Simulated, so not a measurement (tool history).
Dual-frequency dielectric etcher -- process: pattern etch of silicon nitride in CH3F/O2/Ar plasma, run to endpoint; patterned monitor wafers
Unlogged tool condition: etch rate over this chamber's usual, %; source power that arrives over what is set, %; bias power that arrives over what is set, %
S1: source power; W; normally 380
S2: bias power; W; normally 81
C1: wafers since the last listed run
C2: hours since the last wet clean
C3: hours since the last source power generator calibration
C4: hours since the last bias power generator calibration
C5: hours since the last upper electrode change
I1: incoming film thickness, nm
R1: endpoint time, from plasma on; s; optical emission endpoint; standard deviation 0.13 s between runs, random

run 1 hour=0 | S1=380 S2=81 | C1=0 C2=235.3 C3=4108 C4=3080.5 C5=3922 | I1=31.25 | R1=44.3
run 2 hour=32.9 | S1=380 S2=81 | C1=473 C2=268.2 C3=4140.9 C4=3113.4 C5=3954.9 | I1=31.31 | R1=44.6
run 3 hour=57 | S1=380 S2=81 | C1=346 C2=292.3 C3=4165 C4=3137.5 C5=3979 | I1=31.24 | R1=44.4
run 4 hour=86.3 | S1=430 S2=92 | C1=421 C2=321.6 C3=4194.3 C4=3166.8 C5=4008.3 | I1=31.61 | R1=41.4
run 5 hour=103.1 | S1=430 S2=92 | C1=241 C2=338.4 C3=4211.1 C4=3183.6 C5=4025.1 | I1=31.03 | R1=40.8
run 6 hour=133.7 | S1=430 S2=92 | C1=439 C2=369 C3=4241.7 C4=3214.2 C5=4055.7 | I1=31.47 | R1=41.2
-- hour=167.3 wet clean of the chamber
run 7 hour=167.8 | S1=380 S2=81 | C1=145 C2=0.5 C3=4275.8 C4=3248.3 C5=4089.8 | I1=31.22 | R1=43.6
run 8 hour=190.8 | S1=330 S2=81 | C1=330 C2=23.5 C3=4298.8 C4=3271.3 C5=4112.8 | I1=31.5 | R1=46.3
run 9 hour=214.4 | S1=340 S2=81 | C1=339 C2=47.1 C3=4322.4 C4=3294.9 C5=4136.4 | I1=31.37 | R1=45.5
run 10 hour=235 | S1=380 S2=81 | C1=296 C2=67.7 C3=4343 C4=3315.5 C5=4157 | I1=31.22 | R1=43.8
run 11 hour=256.9 | S1=410 S2=81 | C1=314 C2=89.6 C3=4364.9 C4=3337.4 C5=4178.9 | I1=31.43 | R1=43
run 12 hour=287.7 | S1=380 S2=76 | C1=442 C2=120.4 C3=4395.7 C4=3368.2 C5=4209.7 | I1=31.21 | R1=44.7
-- hour=294.3 source power generator calibrated
-- hour=305.2 bias power generator calibrated
run 13 hour=312.1 | S1=380 S2=92 | C1=235 C2=144.8 C3=17.8 C4=6.9 C5=4234.1 | I1=31.25 | R1=42.2
run 14 hour=344.1 | S1=380 S2=92 | C1=460 C2=176.8 C3=49.8 C4=38.9 C5=4266.1 | I1=31.28 | R1=42
run 15 hour=359 | S1=380 S2=92 | C1=214 C2=191.7 C3=64.7 C4=53.8 C5=4281 | I1=31.15 | R1=41.8
-- hour=387.6 upper electrode replaced
run 16 hour=388.1 | S1=380 S2=81 | C1=73 C2=220.8 C3=93.8 C4=82.9 C5=0.5 | I1=31.14 | R1=43.9
run 17 hour=408.6 | S1=380 S2=81 | C1=294 C2=241.3 C3=114.3 C4=103.4 C5=21 | I1=31.43 | R1=44.4
run 18 hour=422.2 | S1=450 S2=81 | C1=195 C2=254.9 C3=127.9 C4=117 C5=34.6 | I1=31.1 | R1=41.5
run 19 hour=445.5 | S1=470 S2=99 | C1=335 C2=278.2 C3=151.2 C4=140.3 C5=57.9 | I1=31.32 | R1=38.5
run 20 hour=463.3 | S1=380 S2=81 | C1=255 C2=296 C3=169 C4=158.1 C5=75.7 | I1=31.5 | R1=44.7
run 21 hour=494.4 | S1=290 S2=75 | C1=447 C2=327.1 C3=200.1 C4=189.2 C5=106.8 | I1=31.8 | R1=50.3
run 22 hour=516.3 | S1=410 S2=97 | C1=314 C2=349 C3=222 C4=211.1 C5=128.7 | I1=31.37 | R1=40.8
run 23 hour=589 | S1=340 S2=69 | C1=1045 C2=421.7 C3=294.7 C4=283.8 C5=201.4 | I1=31.72 | R1=49.5
-- hour=635.8 wet clean of the chamber
run 24 hour=636.3 | S1=380 S2=81 | C1=335 C2=0.5 C3=342 C4=331.1 C5=248.7 | I1=31.41 | R1=44
run 25 hour=637.9 | S1=380 S2=100 | C1=23 C2=2.1 C3=343.6 C4=332.7 C5=250.3 | I1=31.91 | R1=41.5
run 26 hour=672.3 | S1=310 S2=96 | C1=494 C2=36.5 C3=378 C4=367.1 C5=284.7 | I1=31.12 | R1=43.6
run 27 hour=702.5 | S1=340 S2=96 | C1=434 C2=66.7 C3=408.2 C4=397.3 C5=314.9 | I1=31.64 | R1=43.4
run 28 hour=730.6 | S1=450 S2=71 | C1=404 C2=94.8 C3=436.3 C4=425.4 C5=343 | I1=31.45 | R1=43.8
run 29 hour=747.3 | S1=460 S2=72 | C1=240 C2=111.5 C3=453 C4=442.1 C5=359.7 | I1=31.14 | R1=42.8
run 30 hour=759.7 | S1=460 S2=73 | C1=178 C2=123.9 C3=465.4 C4=454.5 C5=372.1 | I1=31.44 | R1=43
run 31 hour=785.7 | S1=420 S2=81 | C1=373 C2=149.9 C3=491.4 C4=480.5 C5=398.1 | I1=31.14 | R1=42.4
run 32 hour=800.3 | S1=420 S2=94 | C1=209 C2=164.5 C3=506 C4=495.1 C5=412.7 | I1=31.03 | R1=40.3
run 33 hour=814.8 | S1=430 S2=88 | C1=208 C2=179 C3=520.5 C4=509.6 C5=427.2 | I1=31.34 | R1=41.3
run 34 hour=828.9 | S1=470 S2=81 | C1=202 C2=193.1 C3=534.6 C4=523.7 C5=441.3 | I1=31.15 | R1=40.9
run 35 hour=844.6 | S1=290 S2=63 | C1=225 C2=208.8 C3=550.3 C4=539.4 C5=457 | I1=31.58 | R1=53

What the log doesn't show, run by run:
source power that arrives over what is set, %: 0, the same for each run
bias power that arrives over what is set, %: 0, the same for each run
H1: etch rate over this chamber's usual, %
run=1 H1=-1.15
run=2 H1=-1.32
run=3 H1=-1.44
run=4 H1=-1.58
run=5 H1=-1.67
run=6 H1=-1.82
run=7 H1=0.346
run=8 H1=0.23
run=9 H1=0.111
run=10 H1=0.00723
run=11 H1=-0.103
run=12 H1=-0.258
run=13 H1=-0.381
run=14 H1=-0.543
run=15 H1=-0.618
run=16 H1=-0.764
run=17 H1=-0.868
run=18 H1=-0.936
run=19 H1=-1.05
run=20 H1=-1.14
run=21 H1=-1.3
run=22 H1=-1.41
run=23 H1=-1.78
run=24 H1=0.0573
run=25 H1=0.0492
run=26 H1=-0.124
run=27 H1=-0.276
run=28 H1=-0.418
run=29 H1=-0.502
run=30 H1=-0.565
run=31 H1=-0.696
run=32 H1=-0.769
run=33 H1=-0.842
run=34 H1=-0.913
run=35 H1=-0.992
